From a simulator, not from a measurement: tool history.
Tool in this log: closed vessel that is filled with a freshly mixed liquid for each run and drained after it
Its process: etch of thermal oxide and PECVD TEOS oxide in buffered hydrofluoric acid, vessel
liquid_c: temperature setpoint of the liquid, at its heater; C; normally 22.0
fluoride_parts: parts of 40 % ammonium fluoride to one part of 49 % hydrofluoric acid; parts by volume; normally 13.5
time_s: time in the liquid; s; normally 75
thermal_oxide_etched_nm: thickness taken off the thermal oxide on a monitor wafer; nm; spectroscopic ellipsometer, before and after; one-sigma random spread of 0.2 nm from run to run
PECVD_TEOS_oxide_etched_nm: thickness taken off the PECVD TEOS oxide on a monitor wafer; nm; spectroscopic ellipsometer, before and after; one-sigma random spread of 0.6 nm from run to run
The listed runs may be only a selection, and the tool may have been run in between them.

run	hour	liquid_c	fluoride_parts	time_s	read-back film thickness of the thermal oxide reference wafer, read on the same gauge (nm)	read-back film thickness of the PECVD TEOS oxide reference wafer, read on the same gauge (nm)	thermal_oxide_etched_nm	PECVD_TEOS_oxide_etched_nm
1	0.0	22.0	13.5	75	90.05	50.01	67.59	141.05
2	34.2	22.0	13.5	75	89.98	50.00	67.69	141.00
3	66.9	22.0	13.5	75	89.99	50.01	68.10	141.66
4	88.3	22.0	13.5	75	90.02	49.98	67.94	141.03
5	145.8	22.0	13.5	75	90.01	49.99	68.00	141.57
6	166.9	22.0	16.5	75	89.98	50.00	55.82	116.15
7	194.9	22.0	16.5	75	89.97	49.99	56.47	116.58
8	229.0	22.0	13.5	75	90.01	49.96	68.65	142.71
# hour 231.7: hydrofluoric acid flow meter replaced
# hour 243.5: thermometer replaced
9	248.3	22.0	13.5	75	89.99	49.99	61.81	128.79
10	281.8	22.0	15.5	75	90.03	49.99	54.52	113.53
11	303.0	22.0	13.5	75	89.98	50.00	62.60	129.35
12	327.2	22.0	13.5	75	90.01	50.01	62.34	128.86
13	350.8	17.5	10.0	35	89.98	49.99	30.43	63.28
14	371.3	22.0	15.0	105	90.00	50.01	79.46	163.72
15	391.6	24.0	17.0	95	90.03	50.01	70.64	146.93
16	423.2	26.5	8.0	50	90.02	49.99	87.10	180.97
17	451.8	17.5	16.0	75	90.00	49.98	41.46	86.03
# hour 453.2: gauge calibrated
18	478.1	25.5	17.0	50	90.01	50.00	40.59	84.47
19	492.1	22.0	19.0	40	90.01	50.00	24.13	49.95
20	509.8	22.0	13.5	75	90.02	50.01	62.97	132.96
21	533.8	25.5	15.0	85	90.02	49.99	78.56	162.84
22	566.3	22.0	19.0	40	89.96	50.01	24.12	50.49
23	590.7	17.5	12.0	75	89.97	50.01	55.62	114.52
24	687.7	22.0	13.5	75	90.02	50.00	63.77	132.80
25	703.7	25.5	8.5	35	90.03	49.98	55.43	114.70
26	723.0	22.0	13.5	105	90.01	49.99	89.81	186.25
27	748.7	23.5	17.5	75	90.01	49.99	54.33	112.05

3 ways to go on from here, each from the tool as it stands after run 27. What would each give?
A	749.4	22.0	13.5	40	?	?	?	?
B	749.4	24.0	15.5	75	?	?	?	?
C	749.4	25.5	10.0	115	?	?	?	?

run	read-back film thickness of the thermal oxide reference wafer, read on the same gauge (nm)	read-back film thickness of the PECVD TEOS oxide reference wafer, read on the same gauge (nm)	thermal_oxide_etched_nm	PECVD_TEOS_oxide_etched_nm
A	90.03	50.00	34.30	71.02
B	90.03	50.00	62.66	129.74
C	90.03	50.00	158.93	329.06
Had the tool no hidden state, the same runs would have come out as:
run	thermal_oxide_etched_nm	PECVD_TEOS_oxide_etched_nm
A	32.79	67.89
B	59.92	124.05
C	153.00	316.78
